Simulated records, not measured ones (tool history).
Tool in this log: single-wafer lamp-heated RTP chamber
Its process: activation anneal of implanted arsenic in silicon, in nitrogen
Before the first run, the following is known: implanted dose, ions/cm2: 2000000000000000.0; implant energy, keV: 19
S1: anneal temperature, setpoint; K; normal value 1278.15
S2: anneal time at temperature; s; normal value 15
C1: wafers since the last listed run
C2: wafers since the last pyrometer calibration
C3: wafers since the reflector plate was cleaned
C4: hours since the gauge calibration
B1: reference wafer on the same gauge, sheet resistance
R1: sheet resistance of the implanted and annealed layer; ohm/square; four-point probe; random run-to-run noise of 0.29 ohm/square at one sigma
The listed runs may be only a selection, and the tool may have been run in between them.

run,hour,S1,S2,C1,C2,C3,C4,B1,R1
1,0,1278.15,15,0,506,2309,723.1,99.44,94.28
2,13,1278.15,11,144,650,2453,736.1,99.53,98.7
3,64.3,1278.15,11,569,1220,3023,787.4,99.49,97.43
4,93.7,1291.15,15,326,1546,3349,816.8,99.51,86.82
# hour 135.4: reflector plate cleaned
# hour 181: pyrometer window cleaned and pyrometer calibrated
5,184.6,1291.15,15,831,40,457,907.7,99.51,89.99
6,206.1,1297.15,11,238,279,696,929.2,99.52,92.04
7,242.9,1297.15,11,408,687,1105,966,99.58,91.06
8,267.8,1259.15,10,276,964,1381,990.9,99.51,108.24
9,281,1259.15,10,146,1110,1528,1004.1,99.37,107.87
10,301.7,1278.15,15,229,1340,1758,1024.8,99.42,94.14
11,329.9,1278.15,15,313,1653,2071,1053,99.46,93.31
12,342.2,1278.15,15,136,1790,2207,1065.3,99.58,93.4
13,367.3,1278.15,15,278,2068,2486,1090.4,99.34,92.9
14,391,1293.15,15,263,2332,2749,1114.1,99.6,86.38
15,405.5,1293.15,15,160,2493,2910,1128.6,99.48,86.58
16,431.9,1278.15,13,293,2786,3203,1155,99.49,94.66
17,448.4,1278.15,13,183,2969,3386,1171.5,99.5,94.59
# hour 467.3: pyrometer window cleaned and pyrometer calibrated
18,468.5,1260.15,19,134,13,3521,1191.6,99.59,99.19
# hour 481.5: gauge calibrated
19,498.1,1278.15,15,328,342,3849,16.6,99.54,92.86
# hour 527: reflector plate cleaned
20,527.5,1287.15,22,237,579,5,46,99.46,85.2
21,558.1,1278.15,15,339,919,345,76.6,99.44,94.9
22,580.3,1260.15,9,246,1166,591,98.8,99.57,108.53
23,601.7,1258.15,19,237,1403,829,120.2,99.5,100.59
24,622.1,1278.15,15,226,1630,1055,140.6,99.45,94.23
25,649.2,1251.15,12,300,1931,1356,167.7,99.49,108.93
26,674.1,1254.15,21,276,2207,1633,192.6,99.58,100.52
27,691,1278.15,15,187,2395,1820,209.5,99.64,93.46
# hour 717.8: pyrometer window cleaned and pyrometer calibrated
28,718.3,1308.15,9,214,5,2035,236.8,99.55,90.57
29,769.5,1278.15,15,568,574,2603,288,99.57,93.9
30,800.9,1278.15,11,348,923,2952,319.4,99.66,97.55
31,819.8,1278.15,15,209,1132,3162,338.3,99.47,92.54
32,848.5,1263.15,9,318,1451,3480,367,99.46,105.97
33,869,1308.15,18,227,1679,3708,387.5,99.48,77.08
34,889.5,1289.15,24,227,1906,3936,408,99.47,79.65
35,916.6,1278.15,15,300,2207,4237,435.1,99.38,91.53
36,938.9,1252.15,12,247,2455,4484,457.4,99.62,105.58
# hour 952.6: reflector plate cleaned
37,972.8,1265.15,15,287,2742,224,491.3,99.49,100.65

Pick out some run-to-run changes in R1. Of each, how much would a tool without hidden state show as well, from the settings, what came in and chance, and how much is left for the hidden state and any gauge scatter not in both results compared?
The hidden state here: true wafer temperature minus pyrometer reading, K; wafer temperature error from the tarnished reflector plate, K; gauge reads high (%).
Run 4 -> 5: reflector plate cleaned, pyrometer window cleaned and pyrometer calibrated. R1 +3.17 ohm/square: hidden state +3.65, all else -0.48.
Run 7 -> 8: S1 1297.15 -> 1259.15, S2 11 -> 10. R1 +17.18 ohm/square: hidden state -0.36, all else +17.54.
Run 19 -> 20: S1 1278.15 -> 1287.15, S2 15 -> 22, reflector plate cleaned. R1 -7.66 ohm/square: hidden state +2.18, all else -9.84.
Run 24 -> 25: S1 1278.15 -> 1251.15, S2 15 -> 12. R1 +14.7 ohm/square: hidden state -0.05, all else +14.75.
Run 32 -> 33: S1 1263.15 -> 1308.15, S2 9 -> 18. R1 -28.89 ohm/square: hidden state -0.31, all else -28.58.
Run 36 -> 37: S1 1252.15 -> 1265.15, S2 12 -> 15, reflector plate cleaned. R1 -4.93 ohm/square: hidden state +3, all else -7.93.
